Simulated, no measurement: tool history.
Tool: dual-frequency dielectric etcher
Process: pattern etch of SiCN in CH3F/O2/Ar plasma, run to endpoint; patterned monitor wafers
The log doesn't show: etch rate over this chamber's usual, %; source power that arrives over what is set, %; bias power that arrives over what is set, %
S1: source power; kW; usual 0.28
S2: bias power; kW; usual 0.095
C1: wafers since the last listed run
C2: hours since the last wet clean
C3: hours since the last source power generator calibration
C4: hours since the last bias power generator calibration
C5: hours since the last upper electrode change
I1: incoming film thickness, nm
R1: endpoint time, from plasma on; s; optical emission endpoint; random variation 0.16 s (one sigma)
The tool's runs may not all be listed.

{"run": 1, "day": 0.0, "S1": 0.23, "S2": 0.095, "C1": 0, "C2": 330.5, "C3": 1586.3, "C4": 3174.6, "C5": 3597.3, "I1": 12.43, "R1": 36.1}
{"run": 2, "day": 0.446, "S1": 0.23, "S2": 0.095, "C1": 175, "C2": 341.2, "C3": 1597, "C4": 3185.3, "C5": 3608, "I1": 12.4, "R1": 36.3}
{"run": 3, "day": 1.146, "S1": 0.28, "S2": 0.076, "C1": 276, "C2": 358, "C3": 1613.8, "C4": 3202.1, "C5": 3624.8, "I1": 12.46, "R1": 39}
{"run": 4, "day": 1.738, "S1": 0.28, "S2": 0.076, "C1": 233, "C2": 372.2, "C3": 1628, "C4": 3216.3, "C5": 3639, "I1": 12.41, "R1": 38.2}
{"run": 5, "day": 2.071, "S1": 0.28, "S2": 0.095, "C1": 131, "C2": 380.2, "C3": 1636, "C4": 3224.3, "C5": 3647, "I1": 12.36, "R1": 33.4}
{"run": 6, "day": 2.567, "S1": 0.31, "S2": 0.112, "C1": 195, "C2": 392.1, "C3": 1647.9, "C4": 3236.2, "C5": 3658.9, "I1": 12.41, "R1": 29.3}
{"run": 7, "day": 3.067, "S1": 0.31, "S2": 0.112, "C1": 197, "C2": 404.1, "C3": 1659.9, "C4": 3248.2, "C5": 3670.9, "I1": 12.32, "R1": 29}
{"run": 8, "day": 3.771, "S1": 0.28, "S2": 0.095, "C1": 277, "C2": 421, "C3": 1676.8, "C4": 3265.1, "C5": 3687.8, "I1": 12.34, "R1": 33.6}
{"day": 4.188, "done": "bias power generator calibrated"}
{"run": 9, "day": 4.312, "S1": 0.28, "S2": 0.095, "C1": 147, "C2": 434, "C3": 1689.8, "C4": 3, "C5": 3700.8, "I1": 12.5, "R1": 34}
{"run": 10, "day": 4.8, "S1": 0.3, "S2": 0.077, "C1": 192, "C2": 445.7, "C3": 1701.5, "C4": 14.7, "C5": 3712.5, "I1": 12.42, "R1": 37.7}
{"day": 5.9, "done": "wet clean of the chamber"}
{"day": 5.942, "done": "source power generator calibrated"}
{"day": 6.417, "done": "upper electrode replaced"}
{"day": 7.079, "done": "wet clean of the chamber, repeated, since the last time left the tool worse"}
{"run": 11, "day": 7.1, "S1": 0.34, "S2": 0.095, "C1": 48, "C2": 0.5, "C3": 27.8, "C4": 69.9, "C5": 16.4, "I1": 12.39, "R1": 30.3}
{"run": 12, "day": 7.112, "S1": 0.3, "S2": 0.095, "C1": 4, "C2": 0.8, "C3": 28.1, "C4": 70.2, "C5": 16.7, "I1": 12.53, "R1": 32}
{"run": 13, "day": 7.125, "S1": 0.28, "S2": 0.095, "C1": 4, "C2": 1.1, "C3": 28.4, "C4": 70.5, "C5": 17, "I1": 12.38, "R1": 32.2}
{"run": 14, "day": 7.138, "S1": 0.28, "S2": 0.077, "C1": 4, "C2": 1.4, "C3": 28.7, "C4": 70.8, "C5": 17.3, "I1": 12.45, "R1": 36.9}
{"run": 15, "day": 7.154, "S1": 0.3, "S2": 0.112, "C1": 6, "C2": 1.8, "C3": 29.1, "C4": 71.2, "C5": 17.7, "I1": 12.44, "R1": 28.5}
{"run": 16, "day": 7.792, "S1": 0.31, "S2": 0.073, "C1": 251, "C2": 17.1, "C3": 44.4, "C4": 86.5, "C5": 33, "I1": 12.4, "R1": 37.1}
{"run": 17, "day": 8.375, "S1": 0.28, "S2": 0.095, "C1": 230, "C2": 31.1, "C3": 58.4, "C4": 100.5, "C5": 47, "I1": 12.38, "R1": 32.3}
{"run": 18, "day": 8.85, "S1": 0.25, "S2": 0.095, "C1": 187, "C2": 42.5, "C3": 69.8, "C4": 111.9, "C5": 58.4, "I1": 12.38, "R1": 33.7}

Forecast each of these 4 alternatives for the next run:
{"run": "A", "day": 8.867, "S1": 0.28, "S2": 0.089, "C1": 6, "C2": 42.9, "C3": 70.2, "C4": 112.3, "C5": 58.8, "I1": 12.49, "R1": "?"}
{"run": "B", "day": 8.867, "S1": 0.28, "S2": 0.073, "C1": 6, "C2": 42.9, "C3": 70.2, "C4": 112.3, "C5": 58.8, "I1": 12.49, "R1": "?"}
{"run": "C", "day": 8.867, "S1": 0.22, "S2": 0.103, "C1": 6, "C2": 42.9, "C3": 70.2, "C4": 112.3, "C5": 58.8, "I1": 12.49, "R1": "?"}
{"run": "D", "day": 8.867, "S1": 0.28, "S2": 0.102, "C1": 6, "C2": 42.9, "C3": 70.2, "C4": 112.3, "C5": 58.8, "I1": 12.49, "R1": "?"}

run=A R1=34.1
run=B R1=38.7
run=C R1=34
run=D R1=31.3
Without the tool's hidden state the same runs would have given:
run=A R1=34.1
run=B R1=38.8
run=C R1=34.1
run=D R1=31.4
